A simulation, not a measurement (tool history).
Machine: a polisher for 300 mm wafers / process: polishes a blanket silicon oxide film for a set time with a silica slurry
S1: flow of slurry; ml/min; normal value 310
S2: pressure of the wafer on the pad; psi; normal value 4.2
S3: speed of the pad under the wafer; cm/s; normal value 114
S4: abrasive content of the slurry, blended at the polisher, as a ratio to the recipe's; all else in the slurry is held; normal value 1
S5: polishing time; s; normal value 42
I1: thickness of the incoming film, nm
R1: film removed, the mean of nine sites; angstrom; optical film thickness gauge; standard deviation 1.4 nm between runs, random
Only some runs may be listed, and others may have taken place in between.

{"run": 1, "day": 0.0, "S1": 310, "S2": 4.6, "S3": 114, "S4": 1, "S5": 42, "I1": 1340.8, "R1": 1292}
{"day": 0.008, "done": "conditioning disc replaced and pad reconditioned"}
{"run": 2, "day": 2.283, "S1": 310, "S2": 4.2, "S3": 122, "S4": 1, "S5": 42, "I1": 1332, "R1": 1424}
{"run": 3, "day": 3.812, "S1": 310, "S2": 4.2, "S3": 122, "S4": 1, "S5": 42, "I1": 1355.1, "R1": 1410}
{"day": 4.471, "done": "worn pad replaced by a new one"}
{"run": 4, "day": 5.729, "S1": 310, "S2": 4.2, "S3": 114, "S4": 1, "S5": 42, "I1": 1350.1, "R1": 1343}
{"day": 7.888, "done": "slurry blender recalibrated"}
{"run": 5, "day": 8.125, "S1": 310, "S2": 4.2, "S3": 114, "S4": 1, "S5": 42, "I1": 1335.2, "R1": 1317}
{"run": 6, "day": 9.292, "S1": 310, "S2": 4.2, "S3": 114, "S4": 1, "S5": 42, "I1": 1359.1, "R1": 1280}
{"day": 9.517, "done": "slurry nozzle cleaned"}
{"run": 7, "day": 12.0, "S1": 310, "S2": 4.2, "S3": 114, "S4": 1, "S5": 42, "I1": 1353.6, "R1": 1250}
{"day": 13.962, "done": "worn pad replaced by a new one"}
{"run": 8, "day": 14.379, "S1": 310, "S2": 3.7, "S3": 114, "S4": 1, "S5": 33, "I1": 1356.4, "R1": 837}
{"run": 9, "day": 16.075, "S1": 310, "S2": 3.7, "S3": 114, "S4": 1, "S5": 33, "I1": 1335.9, "R1": 848}
{"day": 16.608, "done": "conditioning disc replaced and pad reconditioned"}
{"run": 10, "day": 18.154, "S1": 310, "S2": 3.7, "S3": 114, "S4": 1, "S5": 33, "I1": 1333.2, "R1": 937}
{"run": 11, "day": 24.679, "S1": 310, "S2": 4.2, "S3": 114, "S4": 1, "S5": 42, "I1": 1334, "R1": 1299}
{"day": 25.021, "done": "worn pad replaced by a new one"}
{"run": 12, "day": 27.554, "S1": 250, "S2": 4.2, "S3": 76, "S4": 1, "S5": 42, "I1": 1355.6, "R1": 931}
{"day": 27.858, "done": "slurry nozzle cleaned"}
{"day": 28.575, "done": "slurry blender recalibrated"}
{"run": 13, "day": 30.346, "S1": 415, "S2": 4.2, "S3": 114, "S4": 0.8, "S5": 42, "I1": 1338.9, "R1": 1089}
{"run": 14, "day": 32.142, "S1": 310, "S2": 4.7, "S3": 114, "S4": 1, "S5": 42, "I1": 1342.8, "R1": 1333}
{"day": 33.696, "done": "head pressure recalibrated"}
{"day": 34.817, "done": "conditioning disc replaced and pad reconditioned"}
{"run": 15, "day": 34.871, "S1": 310, "S2": 4.2, "S3": 114, "S4": 1, "S5": 42, "I1": 1352.2, "R1": 1366}
{"day": 35.325, "done": "worn pad replaced by a new one"}
{"run": 16, "day": 36.467, "S1": 310, "S2": 4.2, "S3": 78, "S4": 0.85, "S5": 52, "I1": 1341.4, "R1": 1143}
{"run": 17, "day": 39.288, "S1": 310, "S2": 4.2, "S3": 78, "S4": 1, "S5": 42, "I1": 1364.8, "R1": 1016}
{"run": 18, "day": 41.367, "S1": 310, "S2": 4.2, "S3": 114, "S4": 0.85, "S5": 38, "I1": 1330.4, "R1": 1090}
{"run": 19, "day": 43.588, "S1": 310, "S2": 4.2, "S3": 114, "S4": 1, "S5": 34, "I1": 1326.8, "R1": 1048}
{"day": 44.233, "done": "slurry nozzle cleaned"}
{"run": 20, "day": 44.871, "S1": 310, "S2": 4.2, "S3": 114, "S4": 1, "S5": 42, "I1": 1350.8, "R1": 1316}
{"day": 45.15, "done": "worn pad replaced by a new one"}
{"run": 21, "day": 46.258, "S1": 225, "S2": 4.2, "S3": 114, "S4": 1, "S5": 42, "I1": 1340.7, "R1": 1239}
{"run": 22, "day": 49.088, "S1": 310, "S2": 4.2, "S3": 78, "S4": 1, "S5": 42, "I1": 1352, "R1": 958}
{"day": 49.675, "done": "conditioning disc replaced and pad reconditioned"}
{"day": 50.729, "done": "slurry blender recalibrated"}
{"run": 23, "day": 51.588, "S1": 230, "S2": 4.7, "S3": 84, "S4": 1.3, "S5": 42, "I1": 1335, "R1": 1304}

For some of the steps in R1 from one run to the next: how much would appear even if the tool had no hidden state, given the settings, what came in and random variation, and how much remains for the hidden state plus any gauge scatter that the measured result and the result without hidden state don't share?
Hidden state present: removal rate lost through wear of the pad, %; slurry flow missing at the pad, %; deviation of the head's pressure from its setpoint, %; abrasive missing from the slurry, %; time polished since the conditioner stopped cutting, s.
Run 1 -> 2: S2 4.6 -> 4.2, S3 114 -> 122, conditioning disc replaced and pad reconditioned. R1 +132 angstrom: hidden state +190, all else -58.
Run 7 -> 8: S2 4.2 -> 3.7, S5 42 -> 33, worn pad replaced by a new one. R1 -413 angstrom: hidden state +19, all else -432.
Run 11 -> 12: S1 310 -> 250, S3 114 -> 76, worn pad replaced by a new one. R1 -368 angstrom: hidden state +7, all else -375.
Run 14 -> 15: S2 4.7 -> 4.2, head pressure recalibrated, conditioning disc replaced and pad reconditioned. R1 +33 angstrom: hidden state +189, all else -156.
